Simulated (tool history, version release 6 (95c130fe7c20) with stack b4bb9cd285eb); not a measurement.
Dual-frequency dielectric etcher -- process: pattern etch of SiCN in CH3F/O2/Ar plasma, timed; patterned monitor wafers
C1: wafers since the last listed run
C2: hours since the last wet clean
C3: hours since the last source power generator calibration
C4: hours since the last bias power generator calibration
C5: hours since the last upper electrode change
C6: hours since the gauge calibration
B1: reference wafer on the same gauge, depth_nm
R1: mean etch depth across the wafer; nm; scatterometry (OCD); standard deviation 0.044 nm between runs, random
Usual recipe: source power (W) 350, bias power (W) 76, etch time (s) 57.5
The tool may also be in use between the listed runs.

Run 1, hour 0: usual settings; C1 0; C2 222.5; C3 3097.9; C4 1488.2; C5 1095.6; C6 704.6; B1 23.3. Result: R1 19.27 nm.
Run 2, hour 49.3: usual settings; C1 344; C2 271.8; C3 3147.2; C4 1537.5; C5 1144.9; C6 753.9; B1 23.31. Result: R1 19.33 nm.
At hour 270: wet clean of the chamber.
Run 3, hour 367.5: usual settings; C1 2053; C2 97.5; C3 3465.4; C4 1855.7; C5 1463.1; C6 1072.1; B1 23.31. Result: R1 19.2 nm.
Run 4, hour 434.9: usual settings but etch time (s) 47.5; C1 470; C2 164.9; C3 3532.8; C4 1923.1; C5 1530.5; C6 1139.5; B1 23.28. Result: R1 15.86 nm.
Run 5, hour 475.7: usual settings but etch time (s) 47.5; C1 284; C2 205.7; C3 3573.6; C4 1963.9; C5 1571.3; C6 1180.3; B1 23.32. Result: R1 15.84 nm.
Run 6, hour 553.6: usual settings but etch time (s) 47.5; C1 543; C2 283.6; C3 3651.5; C4 2041.8; C5 1649.2; C6 1258.2; B1 23.31. Result: R1 15.87 nm.
Run 7, hour 611.6: usual settings but bias power (W) 87; C1 404; C2 341.6; C3 3709.5; C4 2099.8; C5 1707.2; C6 1316.2; B1 23.3. Result: R1 20.12 nm.
Run 8, hour 652.6: usual settings but bias power (W) 87; C1 286; C2 382.6; C3 3750.5; C4 2140.8; C5 1748.2; C6 1357.2; B1 23.31. Result: R1 20.15 nm.
Run 9, hour 746.7: usual settings but source power (W) 400, etch time (s) 62; C1 656; C2 476.7; C3 3844.6; C4 2234.9; C5 1842.3; C6 1451.3; B1 23.31. Result: R1 22.23 nm.
At hour 812.3: wet clean of the chamber.
Run 10, hour 812.8: usual settings but source power (W) 400, etch time (s) 62; C1 293; C2 0.5; C3 3910.7; C4 2301; C5 1908.4; C6 1517.4; B1 23.3. Result: R1 22.28 nm.
Run 11, hour 891.8: usual settings but source power (W) 400, etch time (s) 62; C1 551; C2 79.5; C3 3989.7; C4 2380; C5 1987.4; C6 1596.4; B1 23.3. Result: R1 22.22 nm.
At hour 936: gauge calibrated.
Run 12, hour 937.6: usual settings but bias power (W) 81, etch time (s) 61.5; C1 319; C2 125.3; C3 4035.5; C4 2425.8; C5 2033.2; C6 1.6; B1 23.29. Result: R1 20.85 nm.
Run 13, hour 1011.8: usual settings but bias power (W) 81, etch time (s) 61.5; C1 517; C2 199.5; C3 4109.7; C4 2500; C5 2107.4; C6 75.8; B1 23.31. Result: R1 20.86 nm.
Run 14, hour 1107.5: usual settings but source power (W) 280; C1 668; C2 295.2; C3 4205.4; C4 2595.7; C5 2203.1; C6 171.5; B1 23.29. Result: R1 16.53 nm.
Run 15, hour 1196.6: usual settings but source power (W) 300, bias power (W) 88, etch time (s) 63; C1 621; C2 384.3; C3 4294.5; C4 2684.8; C5 2292.2; C6 260.6; B1 23.33. Result: R1 20.04 nm.
At hour 1261.7: wet clean of the chamber.
Run 16, hour 1262.2: usual settings but bias power (W) 58, etch time (s) 64; C1 290; C2 0.5; C3 4360.1; C4 2750.4; C5 2357.8; C6 326.2; B1 23.3. Result: R1 19.29 nm.
Run 17, hour 1301.9: usual settings but source power (W) 320, bias power (W) 85; C1 277; C2 40.2; C3 4399.8; C4 2790.1; C5 2397.5; C6 365.9; B1 23.3. Result: R1 18.72 nm.
Run 18, hour 1377.7: usual settings; C1 529; C2 116; C3 4475.6; C4 2865.9; C5 2473.3; C6 441.7; B1 23.3. Result: R1 19 nm.
Run 19, hour 1435.1: usual settings but source power (W) 290, bias power (W) 67; C1 400; C2 173.4; C3 4533; C4 2923.3; C5 2530.7; C6 499.1; B1 23.31. Result: R1 16.08 nm.
At hour 1467.4: source power generator calibrated.
Run 20, hour 1510.8: usual settings but source power (W) 410, bias power (W) 58; C1 500; C2 249.1; C3 43.4; C4 2999; C5 2606.4; C6 574.8; B1 23.28. Result: R1 19.55 nm.
At hour 1621.3: bias power generator calibrated.
At hour 1661.7: upper electrode replaced.
Run 21, hour 1662.2: usual settings; C1 861; C2 400.5; C3 194.8; C4 40.9; C5 0.5; C6 726.2; B1 23.3. Result: R1 19.51 nm.
At hour 1710.2: wet clean of the chamber.
Run 22, hour 1731: usual settings but source power (W) 430, etch time (s) 45; C1 312; C2 20.8; C3 263.6; C4 109.7; C5 69.3; C6 795; B1 23.3. Result: R1 17.17 nm.
Run 23, hour 1815.5: usual settings but source power (W) 300, bias power (W) 59, etch time (s) 45.5; C1 589; C2 105.3; C3 348.1; C4 194.2; C5 153.8; C6 879.5; B1 23.3. Result: R1 12.8 nm.
Run 24, hour 1908.7: usual settings but source power (W) 420, bias power (W) 59, etch time (s) 74; C1 650; C2 198.5; C3 441.3; C4 287.4; C5 247; C6 972.7; B1 23.29. Result: R1 25.65 nm.
Run 25, hour 1956: usual settings; C1 330; C2 245.8; C3 488.6; C4 334.7; C5 294.3; C6 1020; B1 23.28. Result: R1 19.52 nm.
Run 26, hour 2008: usual settings but etch time (s) 69.5; C1 362; C2 297.8; C3 540.6; C4 386.7; C5 346.3; C6 1072; B1 23.26. Result: R1 23.52 nm.
Run 27, hour 2086.8: usual settings but etch time (s) 43.5; C1 550; C2 376.6; C3 619.4; C4 465.5; C5 425.1; C6 1150.8; B1 23.3. Result: R1 14.74 nm.

For each entry between runs, how does the tool's hidden state at the last listed run before it compare with that at the first listed run after it?
In the gap between runs 2 and 3: wet clean of the chamber (hour 270)
  source power that arrives over what is set, %: -2.24 -> -2.67
  the result without the hidden state subtracted from the measured one, R1: -0.26 -> -0.31 nm
In the gap between runs 9 and 10: wet clean of the chamber (hour 812.3)
  source power that arrives over what is set, %: -3.23 -> -3.33
  the result without the hidden state subtracted from the measured one, R1: -0.45 -> -0.47 nm
In the gap between runs 11 and 12: gauge calibrated (hour 936)
  source power that arrives over what is set, %: -3.46 -> -3.53
  the result without the hidden state subtracted from the measured one, R1: -0.48 -> -0.45 nm
In the gap between runs 15 and 16: wet clean of the chamber (hour 1261.7)
  source power that arrives over what is set, %: -3.97 -> -4.09
  the result without the hidden state subtracted from the measured one, R1: -0.49 -> -0.5 nm
In the gap between runs 19 and 20: source power generator calibrated (hour 1467.4)
  source power that arrives over what is set, %: -4.4 -> -0.00279
  the result without the hidden state subtracted from the measured one, R1: -0.44 -> +0 nm
In the gap between runs 20 and 21: bias power generator calibrated (hour 1621.3); upper electrode replaced (hour 1661.7)
  source power that arrives over what is set, %: -0.00279 -> -0.0101
  the result without the hidden state subtracted from the measured one, R1: +0 -> +0 nm
In the gap between runs 21 and 22: wet clean of the chamber (hour 1710.2)
  source power that arrives over what is set, %: -0.0101 -> -0.0165
  the result without the hidden state subtracted from the measured one, R1: +0 -> +0 nm
